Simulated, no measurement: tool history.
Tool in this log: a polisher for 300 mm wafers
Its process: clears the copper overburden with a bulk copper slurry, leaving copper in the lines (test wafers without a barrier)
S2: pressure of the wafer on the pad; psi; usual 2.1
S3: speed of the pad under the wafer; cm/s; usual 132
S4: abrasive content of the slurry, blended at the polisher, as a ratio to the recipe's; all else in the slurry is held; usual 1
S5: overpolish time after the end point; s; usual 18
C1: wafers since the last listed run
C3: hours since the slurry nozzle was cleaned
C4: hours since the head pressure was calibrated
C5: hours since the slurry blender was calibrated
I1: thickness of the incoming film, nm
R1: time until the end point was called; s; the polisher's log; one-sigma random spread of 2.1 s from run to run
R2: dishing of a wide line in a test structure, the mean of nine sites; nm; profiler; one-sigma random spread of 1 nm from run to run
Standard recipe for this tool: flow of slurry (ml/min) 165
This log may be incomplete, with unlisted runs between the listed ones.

{"run": 1, "hour": 0.0, "flow of slurry (ml/min)": 165, "S2": 2.1, "S3": 132, "S4": 1, "S5": 18, "C1": 0, "wafers polished on this pad": 466, "C3": 437.7, "C4": 619, "C5": 257.9, "I1": 1085.8, "R1": 149.4, "R2": 68.3}
{"run": 2, "hour": 16.4, "flow of slurry (ml/min)": 165, "S2": 2.1, "S3": 132, "S4": 1, "S5": 18, "C1": 125, "wafers polished on this pad": 591, "C3": 454.1, "C4": 635.4, "C5": 274.3, "I1": 1080.7, "R1": 153.1, "R2": 70.2}
{"run": 3, "hour": 28.2, "flow of slurry (ml/min)": 165, "S2": 2.1, "S3": 132, "S4": 1, "S5": 18, "C1": 90, "wafers polished on this pad": 681, "C3": 465.9, "C4": 647.2, "C5": 286.1, "I1": 1093.8, "R1": 155.8, "R2": 70.2}
{"run": 4, "hour": 37.5, "flow of slurry (ml/min)": 165, "S2": 2.1, "S3": 132, "S4": 1, "S5": 18, "C1": 70, "wafers polished on this pad": 752, "C3": 475.2, "C4": 656.5, "C5": 295.4, "I1": 1080.1, "R1": 150, "R2": 69.4}
{"run": 5, "hour": 48.0, "flow of slurry (ml/min)": 165, "S2": 2.1, "S3": 132, "S4": 1.2, "S5": 18, "C1": 80, "wafers polished on this pad": 832, "C3": 485.7, "C4": 667, "C5": 305.9, "I1": 1099.3, "R1": 146.4, "R2": 71.8}
{"hour": 50.9, "done": "head pressure recalibrated"}
{"run": 6, "hour": 64.3, "flow of slurry (ml/min)": 165, "S2": 2.1, "S3": 132, "S4": 1.2, "S5": 18, "C1": 109, "wafers polished on this pad": 941, "C3": 502, "C4": 13.4, "C5": 322.2, "I1": 1086.9, "R1": 149.5, "R2": 71.8}
{"hour": 77.4, "done": "slurry nozzle cleaned"}
{"run": 7, "hour": 81.5, "flow of slurry (ml/min)": 165, "S2": 2.1, "S3": 132, "S4": 1.2, "S5": 18, "C1": 123, "wafers polished on this pad": 1065, "C3": 4.1, "C4": 30.6, "C5": 339.4, "I1": 1086.4, "R1": 146.7, "R2": 72}
{"hour": 91.5, "done": "worn pad replaced by a new one, of another model than before"}
{"run": 8, "hour": 97.1, "flow of slurry (ml/min)": 165, "S2": 2.6, "S3": 132, "S4": 1.15, "S5": 18, "C1": 88, "wafers polished on this pad": 42, "C3": 19.7, "C4": 46.2, "C5": 355, "I1": 1077.5, "R1": 116.9, "R2": 86.3}
{"hour": 108.7, "done": "slurry blender recalibrated"}
{"run": 9, "hour": 111.1, "flow of slurry (ml/min)": 125, "S2": 2.4, "S3": 116, "S4": 1, "S5": 18, "C1": 91, "wafers polished on this pad": 134, "C3": 33.7, "C4": 60.2, "C5": 2.4, "I1": 1073.9, "R1": 132.9, "R2": 77.9}
{"run": 10, "hour": 127.1, "flow of slurry (ml/min)": 135, "S2": 2.3, "S3": 132, "S4": 1, "S5": 24, "C1": 122, "wafers polished on this pad": 256, "C3": 49.7, "C4": 76.2, "C5": 18.4, "I1": 1083.7, "R1": 130.1, "R2": 96}
{"run": 11, "hour": 137.9, "flow of slurry (ml/min)": 190, "S2": 2.1, "S3": 132, "S4": 1, "S5": 18, "C1": 82, "wafers polished on this pad": 338, "C3": 60.5, "C4": 87, "C5": 29.2, "I1": 1087.6, "R1": 129.8, "R2": 77.6}
{"run": 12, "hour": 144.7, "flow of slurry (ml/min)": 165, "S2": 2.1, "S3": 132, "S4": 1.2, "S5": 18, "C1": 51, "wafers polished on this pad": 390, "C3": 67.3, "C4": 93.8, "C5": 36, "I1": 1092.3, "R1": 134.6, "R2": 79.4}
{"run": 13, "hour": 152.2, "flow of slurry (ml/min)": 165, "S2": 1.8, "S3": 132, "S4": 1, "S5": 18, "C1": 57, "wafers polished on this pad": 447, "C3": 74.8, "C4": 101.3, "C5": 43.5, "I1": 1074.8, "R1": 158.9, "R2": 65.9}
{"run": 14, "hour": 164.3, "flow of slurry (ml/min)": 180, "S2": 2.4, "S3": 132, "S4": 1.25, "S5": 18, "C1": 92, "wafers polished on this pad": 540, "C3": 86.9, "C4": 113.4, "C5": 55.6, "I1": 1088.4, "R1": 113.1, "R2": 88.6}

Forecast each of these 4 alternatives for the next run:
{"run": "A", "hour": 164.8, "flow of slurry (ml/min)": 165, "S2": 2.1, "S3": 152, "S4": 1, "S5": 18, "C1": 3, "wafers polished on this pad": 543, "C3": 87.4, "C4": 113.9, "C5": 56.1, "I1": 1070.5, "R1": "?", "R2": "?"}
{"run": "B", "hour": 164.8, "flow of slurry (ml/min)": 165, "S2": 1.7, "S3": 132, "S4": 0.75, "S5": 18, "C1": 3, "wafers polished on this pad": 543, "C3": 87.4, "C4": 113.9, "C5": 56.1, "I1": 1070.5, "R1": "?", "R2": "?"}
{"run": "C", "hour": 164.8, "flow of slurry (ml/min)": 165, "S2": 1.6, "S3": 100, "S4": 1, "S5": 8, "C1": 3, "wafers polished on this pad": 543, "C3": 87.4, "C4": 113.9, "C5": 56.1, "I1": 1070.5, "R1": "?", "R2": "?"}
{"run": "D", "hour": 164.8, "flow of slurry (ml/min)": 165, "S2": 2.8, "S3": 170, "S4": 1, "S5": 18, "C1": 3, "wafers polished on this pad": 543, "C3": 87.4, "C4": 113.9, "C5": 56.1, "I1": 1070.5, "R1": "?", "R2": "?"}

run=A R1=128 R2=80.6
run=B R1=186.5 R2=60.4
run=C R1=215.3 R2=27.6
run=D R1=89.3 R2=105.2
Had the tool no hidden state, the same runs would have come out as:
run=A R1=123.3 R2=82.5
run=B R1=179.9 R2=62
run=C R1=207.3 R2=28.5
run=D R1=85.9 R2=107.5
